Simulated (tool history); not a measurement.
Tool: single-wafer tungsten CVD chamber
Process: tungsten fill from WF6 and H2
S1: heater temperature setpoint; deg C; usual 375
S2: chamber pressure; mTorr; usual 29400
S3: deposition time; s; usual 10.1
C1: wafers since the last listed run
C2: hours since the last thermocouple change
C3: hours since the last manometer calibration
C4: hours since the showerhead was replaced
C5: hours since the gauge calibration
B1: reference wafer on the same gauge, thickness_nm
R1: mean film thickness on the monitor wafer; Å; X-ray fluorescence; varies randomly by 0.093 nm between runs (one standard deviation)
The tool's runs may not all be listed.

run	day	S1	S2	S3	C1	C2	C3	C4	C5	B1	R1
1	0.000	379	29400	10.1	0	1626.8	818.1	4371.5	190.2	19.897	189.57
2	3.508	375	33600	10.1	3489	1711.0	902.3	4455.7	274.4	19.910	189.02
3	7.242	375	33600	10.1	3713	1800.6	991.9	4545.3	364.0	19.914	189.66
4	9.300	375	33600	10.1	2047	1850.0	1041.3	4594.7	413.4	19.883	188.25
5	11.062	375	29400	10.1	1753	1892.3	1083.6	4637.0	455.7	19.883	173.93
6	15.004	375	29400	10.1	3920	1986.9	1178.2	4731.6	550.3	19.899	175.47
7	18.650	375	29400	10.1	3626	2074.4	1265.7	4819.1	637.8	19.868	174.90
8	21.471	375	29400	10.1	2805	2142.1	1333.4	4886.8	705.5	19.902	176.26
9	25.233	375	29400	10.1	3742	2232.4	1423.7	4977.1	795.8	19.924	176.72
# day 27.750: thermocouple changed; heater temperature recalibrated
10	28.262	375	29400	10.1	2681	12.3	1496.4	5049.8	868.5	19.928	176.23
11	30.296	375	29400	10.1	2022	61.1	1545.2	5098.6	917.3	19.900	175.04
# day 31.225: capacitance manometer re-zeroed and calibrated
12	32.071	375	29400	10.1	1434	103.7	20.3	5141.2	959.9	19.876	182.17
13	33.996	375	29400	9.6	1914	149.9	66.5	5187.4	1006.1	19.892	171.71
14	37.667	375	29400	10.1	3651	238.0	154.6	5275.5	1094.2	19.875	181.38
15	40.238	375	29400	10.1	2557	299.7	216.3	5337.2	1155.9	19.870	180.67
16	43.646	375	29400	11.7	3390	381.5	298.1	5419.0	1237.7	19.882	208.08
17	46.712	384	34600	8.6	3050	455.1	371.7	5492.6	1311.3	19.919	195.39
18	48.996	375	33400	10.1	2271	509.9	426.5	5547.4	1366.1	19.903	190.70
19	51.092	375	29400	10.1	2084	560.2	476.8	5597.7	1416.4	19.904	179.11
# day 52.092: showerhead replaced
20	53.300	375	29400	10.1	1865	613.2	529.8	29.0	1469.4	19.899	178.42
21	55.971	375	29400	10.1	2656	677.3	593.9	93.1	1533.5	19.917	179.64
# day 56.717: gauge calibrated
22	58.854	375	29400	10.1	2868	746.5	663.1	162.3	51.3	19.896	178.13
23	62.483	369	35600	11.2	3609	833.6	750.2	249.4	138.4	19.911	195.82
24	64.792	375	29400	10.1	2296	889.0	805.6	304.8	193.8	19.887	178.16
25	67.854	371	34500	8.2	3046	962.5	879.1	378.3	267.3	19.923	145.96
26	70.838	382	29400	9.6	2967	1034.1	950.7	449.9	338.9	19.887	190.38
27	72.588	375	29400	10.1	1740	1076.1	992.7	491.9	380.9	19.873	177.11
28	75.204	375	35500	10.1	2602	1138.9	1055.5	554.7	443.7	19.904	195.63
29	77.979	387	32300	11.6	2760	1205.5	1122.1	621.3	510.3	19.939	267.02
30	80.758	370	29400	10.1	2764	1272.2	1188.8	688.0	577.0	19.897	161.61
31	83.254	375	36000	11.9	2482	1332.1	1248.7	747.9	636.9	19.915	235.69

For each entry between runs, how does the tool's hidden state at the last listed run before it compare with that at the first listed run after it?
Between runs 9 and 10: thermocouple changed; heater temperature recalibrated (day 27.750)
  true pressure above the setpoint (%): -5.52 -> -5.56
  what was measured, less what the result would be without the hidden state, R1: -5.67 -> -5.70 Å
Between runs 11 and 12: capacitance manometer re-zeroed and calibrated (day 31.225)
  true pressure above the setpoint (%): -5.59 -> -0.124
  what was measured, less what the result would be without the hidden state, R1: -5.69 -> -0.13 Å
Between runs 19 and 20: showerhead replaced (day 52.092)
  true pressure above the setpoint (%): -2.66 -> -2.84
  what was measured, less what the result would be without the hidden state, R1: -2.70 -> -2.88 Å
Between runs 21 and 22: gauge calibrated (day 56.717)
  true pressure above the setpoint (%): -3.03 -> -3.21
  what was measured, less what the result would be without the hidden state, R1: -3.09 -> -3.26 Å
